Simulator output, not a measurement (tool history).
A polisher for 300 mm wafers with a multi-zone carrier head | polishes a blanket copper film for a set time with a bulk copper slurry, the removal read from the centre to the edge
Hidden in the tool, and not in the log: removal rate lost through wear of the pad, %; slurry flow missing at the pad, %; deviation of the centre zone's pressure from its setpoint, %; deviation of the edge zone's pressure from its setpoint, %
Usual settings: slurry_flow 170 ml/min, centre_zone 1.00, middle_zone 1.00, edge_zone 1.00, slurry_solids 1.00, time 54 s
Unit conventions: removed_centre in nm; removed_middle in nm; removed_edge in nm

| run | hour | slurry_flow | centre_zone | middle_zone | edge_zone | slurry_solids | time | wafers since the last listed run | wafers polished on this pad | hours since the slurry nozzle was cleaned | hours since the centre zone pressure was calibrated | hours since the edge zone pressure was calibrated | hours since the carrier head's membrane was replaced | incoming thickness of the incoming film, nm | removed_centre | removed_middle | removed_edge |
|---|---|---|---|---|---|---|---|---|---|---|---|---|---|---|---|---|---|
| 1 | 0.0 | 170 | 1.00 | 1.00 | 1.00 | 1.00 | 54 | 0 | 391 | 479.6 | 1058.5 | 930.6 | 1046.9 | 4314.5 | 390.5 | 383.1 | 373.1 |
| 2 | 16.6 | 170 | 1.00 | 1.00 | 1.00 | 1.00 | 54 | 123 | 514 | 496.2 | 1075.1 | 947.2 | 1063.5 | 4433.1 | 370.4 | 376.5 | 368.8 |
| 3 | 61.8 | 170 | 1.00 | 1.00 | 1.00 | 1.00 | 54 | 336 | 850 | 541.4 | 1120.3 | 992.4 | 1108.7 | 4415.8 | 351.6 | 348.2 | 340.1 |
|  | 67.9 | worn pad replaced by a new one |
|  | 78.5 | slurry nozzle cleaned |
| 4 | 79.5 | 170 | 1.00 | 1.00 | 1.00 | 1.00 | 54 | 94 | 79 | 1.0 | 1138.0 | 1010.1 | 1126.4 | 4479.3 | 395.6 | 382.2 | 386.8 |
| 5 | 91.5 | 170 | 1.00 | 1.00 | 1.00 | 1.00 | 54 | 89 | 168 | 13.0 | 1150.0 | 1022.1 | 1138.4 | 4406.0 | 388.0 | 383.3 | 377.1 |
|  | 103.5 | edge zone pressure recalibrated |
| 6 | 104.0 | 170 | 1.00 | 1.00 | 1.00 | 1.00 | 54 | 78 | 246 | 25.5 | 1162.5 | 0.5 | 1150.9 | 4388.1 | 392.2 | 381.6 | 380.0 |
| 7 | 118.3 | 170 | 1.00 | 1.00 | 1.00 | 1.00 | 54 | 106 | 352 | 39.8 | 1176.8 | 14.8 | 1165.2 | 4405.8 | 378.7 | 377.4 | 378.4 |
| 8 | 124.5 | 170 | 1.00 | 1.00 | 1.00 | 1.00 | 54 | 46 | 399 | 46.0 | 1183.0 | 21.0 | 1171.4 | 4473.2 | 382.0 | 376.4 | 376.7 |
|  | 139.1 | carrier head's membrane replaced by a new one |
|  | 141.4 | centre zone pressure recalibrated |
| 9 | 141.9 | 170 | 1.00 | 0.95 | 1.08 | 0.80 | 54 | 77 | 476 | 63.4 | 0.5 | 38.4 | 2.8 | 4424.9 | 356.5 | 343.7 | 364.9 |
| 10 | 149.0 | 140 | 1.07 | 1.00 | 1.00 | 1.00 | 54 | 52 | 529 | 70.5 | 7.6 | 45.5 | 9.9 | 4320.9 | 374.5 | 353.1 | 357.2 |
| 11 | 164.7 | 170 | 1.00 | 1.00 | 1.05 | 1.25 | 64 | 116 | 645 | 86.2 | 23.3 | 61.2 | 25.6 | 4434.4 | 441.4 | 439.8 | 445.4 |
| 12 | 178.2 | 125 | 1.00 | 1.00 | 0.90 | 1.25 | 38 | 100 | 746 | 99.7 | 36.8 | 74.7 | 39.1 | 4380.1 | 241.5 | 240.5 | 233.7 |
| 13 | 185.1 | 170 | 1.00 | 1.06 | 1.00 | 1.00 | 71 | 51 | 797 | 106.6 | 43.7 | 81.6 | 46.0 | 4418.4 | 454.9 | 483.9 | 439.7 |
| 14 | 200.8 | 190 | 1.00 | 1.00 | 1.00 | 1.00 | 36 | 116 | 914 | 122.3 | 59.4 | 97.3 | 61.7 | 4360.7 | 230.2 | 226.0 | 224.8 |
|  | 211.4 | worn pad replaced by a new one |
| 15 | 218.1 | 170 | 1.00 | 1.00 | 0.96 | 1.00 | 54 | 98 | 49 | 139.6 | 76.7 | 114.6 | 79.0 | 4326.1 | 392.3 | 383.2 | 369.1 |
| 16 | 234.0 | 190 | 1.00 | 1.00 | 1.00 | 1.00 | 36 | 118 | 168 | 155.5 | 92.6 | 130.5 | 94.9 | 4481.8 | 265.6 | 256.1 | 256.1 |
| 17 | 242.7 | 170 | 1.00 | 1.00 | 1.00 | 1.00 | 54 | 64 | 232 | 164.2 | 101.3 | 139.2 | 103.6 | 4380.1 | 393.9 | 384.1 | 371.6 |
| 18 | 251.8 | 170 | 1.00 | 1.00 | 1.08 | 1.00 | 54 | 67 | 300 | 173.3 | 110.4 | 148.3 | 112.7 | 4339.6 | 384.3 | 382.6 | 390.4 |
| 19 | 269.7 | 215 | 1.00 | 1.00 | 1.00 | 0.80 | 54 | 133 | 433 | 191.2 | 128.3 | 166.2 | 130.6 | 4420.0 | 383.4 | 371.8 | 367.0 |
| 20 | 282.2 | 170 | 1.05 | 1.00 | 1.00 | 0.85 | 54 | 92 | 526 | 203.7 | 140.8 | 178.7 | 143.1 | 4398.1 | 367.6 | 361.0 | 352.3 |
| 21 | 297.8 | 170 | 1.00 | 1.00 | 1.05 | 1.25 | 64 | 116 | 642 | 219.3 | 156.4 | 194.3 | 158.7 | 4351.9 | 444.5 | 451.6 | 457.1 |

Branching from run 21: 5 alternative next runs. What would each branch give?
| A | 298.2 | 170 | 1.03 | 1.00 | 1.00 | 1.00 | 54 | 2 | 645 | 219.7 | 156.8 | 194.7 | 159.1 | 4385.1 | ? | ? | ? |
| B | 298.2 | 170 | 1.04 | 1.09 | 1.00 | 0.90 | 37 | 2 | 645 | 219.7 | 156.8 | 194.7 | 159.1 | 4385.1 | ? | ? | ? |
| C | 298.2 | 115 | 1.04 | 1.00 | 1.00 | 1.00 | 71 | 2 | 645 | 219.7 | 156.8 | 194.7 | 159.1 | 4385.1 | ? | ? | ? |
| D | 298.2 | 170 | 1.00 | 1.00 | 0.91 | 0.80 | 54 | 2 | 645 | 219.7 | 156.8 | 194.7 | 159.1 | 4385.1 | ? | ? | ? |
| E | 298.2 | 170 | 1.07 | 1.00 | 1.00 | 1.00 | 54 | 2 | 645 | 219.7 | 156.8 | 194.7 | 159.1 | 4385.1 | ? | ? | ? |

| run | removed_centre | removed_middle | removed_edge |
|---|---|---|---|
| A | 369.3 | 358.5 | 354.5 |
| B | 250.4 | 258.7 | 238.3 |
| C | 440.2 | 429.8 | 436.7 |
| D | 348.2 | 345.3 | 327.7 |
| E | 379.6 | 358.4 | 354.5 |
Take away the tool's hidden state, keep each run's random variation, and the runs would have read:
| run | removed_centre | removed_middle | removed_edge |
|---|---|---|---|
| A | 400.2 | 388.5 | 384.2 |
| B | 271.3 | 280.4 | 258.2 |
| C | 477.1 | 465.8 | 473.2 |
| D | 377.3 | 374.2 | 355.1 |
| E | 411.4 | 388.4 | 384.2 |
